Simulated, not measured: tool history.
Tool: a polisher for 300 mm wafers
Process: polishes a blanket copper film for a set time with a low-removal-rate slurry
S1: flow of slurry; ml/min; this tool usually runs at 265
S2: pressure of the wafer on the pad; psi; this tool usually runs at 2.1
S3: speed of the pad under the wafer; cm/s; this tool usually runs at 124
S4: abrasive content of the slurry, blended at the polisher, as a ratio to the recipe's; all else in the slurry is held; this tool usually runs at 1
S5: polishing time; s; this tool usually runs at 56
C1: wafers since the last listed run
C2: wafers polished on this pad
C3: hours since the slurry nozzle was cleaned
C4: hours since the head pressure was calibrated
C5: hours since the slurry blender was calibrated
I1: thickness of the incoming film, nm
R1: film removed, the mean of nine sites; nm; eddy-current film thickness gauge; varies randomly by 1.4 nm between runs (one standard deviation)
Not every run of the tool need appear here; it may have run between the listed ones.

run	hour	S1	S2	S3	S4	S5	C1	C2	C3	C4	C5	I1	R1
1	0	265	2.1	124	1	56	0	745	135.2	1059.8	177.6	1090.6	126
# hour 10: worn pad replaced by a new one
2	15.9	265	1.8	124	1	56	81	40	151.1	1075.7	193.5	1065.6	106.4
3	23.4	265	1.8	124	1	56	51	91	158.6	1083.2	201	1054.9	106.3
4	34	265	2.1	124	0.9	56	72	164	169.2	1093.8	211.6	1066.8	119
5	48	265	2.1	124	0.9	56	95	259	183.2	1107.8	225.6	1069.5	119.6
6	60.1	310	2.1	124	1	56	82	342	195.3	1119.9	237.7	1067.5	123.4
7	75.2	265	2.1	124	1	56	103	445	210.4	1135	252.8	1081.9	121.1
8	91.6	265	2.1	124	1	56	112	558	226.8	1151.4	269.2	1083.7	119
9	101.9	265	2.1	124	1	56	70	628	237.1	1161.7	279.5	1086.2	123.2
# hour 110.7: worn pad replaced by a new one
10	111.3	265	2.1	124	1	46	36	3	246.5	1171.1	288.9	1083.4	97.4
11	118.7	265	2.1	124	1	46	50	54	253.9	1178.5	296.3	1063.8	99.3
12	134.3	265	2.1	124	1	46	106	161	269.5	1194.1	311.9	1067.3	96.5
13	141.8	265	2.1	124	1	56	51	212	277	1201.6	319.4	1083	118.8
14	181.9	265	2.1	124	0.95	56	274	486	317.1	1241.7	359.5	1084.9	118.7
# hour 194.3: head pressure recalibrated
15	197.1	265	2.1	124	0.95	56	90	577	332.3	2.8	374.7	1086	132.7
16	212.4	265	2.1	100	1.25	65	104	681	347.6	18.1	390	1067.3	135.2
# hour 218.2: worn pad replaced by a new one
17	228	265	2.1	166	0.85	56	79	67	363.2	33.7	405.6	1072	179
# hour 233.5: slurry blender recalibrated
18	236.1	265	2.1	124	1	56	41	108	371.3	41.8	2.6	1078.2	135.7
19	244.1	265	2.5	124	1	56	54	163	379.3	49.8	10.6	1067.5	162.9
20	250.5	265	2.1	136	1	56	43	207	385.7	56.2	17	1082	152.5
21	260.2	185	2.1	124	1	56	66	273	395.4	65.9	26.7	1081.1	135.2
22	269.6	265	2.1	152	1	47	64	338	404.8	75.3	36.1	1075.2	142.8
# hour 273.8: slurry nozzle cleaned
23	280.4	180	2.1	124	1	41	67	405	6.6	86.1	46.9	1077	95.2
24	291.1	265	2.1	90	1.2	56	73	478	17.3	96.8	57.6	1064.4	102
25	299	265	2.1	124	1	56	54	532	25.2	104.7	65.5	1080.1	139.8
26	309.9	265	2.1	124	0.75	56	74	606	36.1	115.6	76.4	1063.5	133.9
27	321.6	265	2.1	98	1	56	80	686	47.8	127.3	88.1	1056.5	108.4
# hour 336.6: worn pad replaced by a new one
28	337.1	265	2.1	124	1	56	78	3	63.3	142.8	103.6	1064.5	138.4
29	343.7	190	1.4	124	1	72	45	48	69.9	149.4	110.2	1063.1	112.1
30	361.4	265	2.1	124	1	56	121	169	87.6	167.1	127.9	1058.9	137.9
31	372.1	265	2.1	124	1	46	73	243	98.3	177.8	138.6	1067.3	113.9

Here are 3 independent what-if runs from the current tool condition. What would each one return?
A	372.5	265	2.1	124	1	56	2	245	98.7	178.2	139	1070.3	?
B	372.5	295	1.8	160	1	76	2	245	98.7	178.2	139	1070.3	?
C	372.5	265	2.4	124	0.85	68	2	245	98.7	178.2	139	1070.3	?

run	R1
A	138.2
B	209.5
C	186.3
The same runs, with their run-to-run variation unchanged, on a tool lacking any hidden condition would have given:
run	R1
A	136.7
B	207.3
C	184.3
